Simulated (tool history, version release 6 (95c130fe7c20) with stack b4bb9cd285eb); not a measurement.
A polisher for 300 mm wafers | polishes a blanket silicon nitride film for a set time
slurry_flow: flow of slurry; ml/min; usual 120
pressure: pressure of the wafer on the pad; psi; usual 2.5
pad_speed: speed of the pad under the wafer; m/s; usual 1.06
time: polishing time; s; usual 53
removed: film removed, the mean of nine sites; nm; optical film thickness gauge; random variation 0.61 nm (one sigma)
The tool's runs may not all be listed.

run	hour	slurry_flow	pressure	pad_speed	time	wafers since the last listed run	wafers polished on this pad	hours since the slurry nozzle was cleaned	hours since the head pressure was calibrated	incoming thickness of the incoming film, nm	removed
1	0.0	145	2.5	1.06	47	0	1190	586.4	259.6	455.8	55.3
# hour 70.9: slurry nozzle cleaned
2	78.8	145	2.5	1.06	47	607	1797	7.9	338.4	460.7	60.6
3	150.8	120	2.5	1.06	53	562	2360	79.9	410.4	459.3	66.1
4	255.2	120	2.5	1.06	53	815	3175	184.3	514.8	465.1	64.5
# hour 283.5: worn pad replaced by a new one
5	337.4	120	2.5	1.06	53	610	421	266.5	597.0	456.6	63.3
6	390.4	120	2.5	1.06	53	413	835	319.5	650.0	466.1	62.4
7	470.6	120	2.5	1.06	47	626	1461	399.7	730.2	467.5	54.8
8	508.7	120	2.5	1.06	47	297	1759	437.8	768.3	463.1	53.4
# hour 516.8: head pressure recalibrated
9	589.4	100	3.1	1.06	53	614	2374	518.5	72.6	459.2	72.1
# hour 680.8: slurry nozzle cleaned
10	682.1	100	3.1	1.06	53	716	3090	1.3	165.3	463.4	80.8
# hour 686.6: worn pad replaced by a new one
11	768.1	100	3.1	1.06	53	640	636	87.3	251.3	455.5	79.1
12	860.0	120	2.7	1.06	53	717	1354	179.2	343.2	462.0	70.8
13	929.2	120	2.7	1.06	53	540	1894	248.4	412.4	457.5	69.3
14	997.1	120	3.0	0.82	53	530	2424	316.3	480.3	455.6	63.8
15	1098.4	120	1.9	0.86	53	791	3216	417.6	581.6	461.9	41.5
# hour 1112.6: worn pad replaced by a new one
16	1159.6	155	2.5	1.06	53	446	366	478.8	642.8	461.5	65.4
# hour 1213.9: head pressure recalibrated
17	1215.5	120	2.5	1.06	53	421	787	534.7	1.6	459.6	63.0
18	1255.4	120	3.3	1.06	53	311	1099	574.6	41.5	467.9	81.6
19	1312.8	120	2.5	1.06	53	448	1547	632.0	98.9	452.2	60.7
# hour 1366.2: slurry nozzle cleaned
20	1376.0	145	2.5	0.88	41	485	2033	9.8	162.1	457.6	48.2
21	1437.4	120	2.5	1.06	53	479	2513	71.2	223.5	467.9	66.9
22	1479.3	100	3.1	1.06	53	327	2840	113.1	265.4	461.2	77.8
# hour 1493.1: worn pad replaced by a new one
23	1525.9	120	1.9	0.72	53	332	255	159.7	312.0	453.5	38.6
24	1613.7	150	3.3	0.78	72	685	941	247.5	399.8	455.9	99.1
25	1662.1	105	2.5	1.06	58	378	1319	295.9	448.2	462.2	67.3
26	1717.6	120	2.5	1.06	53	433	1753	351.4	503.7	455.3	64.0
27	1825.6	90	1.9	0.82	41	843	2596	459.4	611.7	462.1	27.5
# hour 1839.0: worn pad replaced by a new one
28	1909.4	140	2.5	1.34	46	623	549	543.2	695.5	452.2	64.2
29	1973.7	135	2.1	1.06	53	502	1051	607.5	759.8	465.5	50.9

Forecast each of these 5 alternatives for the next run:
A	1974.1	120	2.5	1.06	63	3	1054	607.9	760.2	458.7	?
B	1974.1	90	1.7	1.34	43	3	1054	607.9	760.2	458.7	?
C	1974.1	140	3.3	1.06	65	3	1054	607.9	760.2	458.7	?
D	1974.1	120	1.8	1.06	53	3	1054	607.9	760.2	458.7	?
E	1974.1	145	2.5	1.34	60	3	1054	607.9	760.2	458.7	?

run	removed
A	68.7
B	33.9
C	98.0
D	41.6
E	81.9
Without the tool's hidden state the same runs would have given:
run	removed
A	79.7
B	40.7
C	112.0
D	48.3
E	93.3
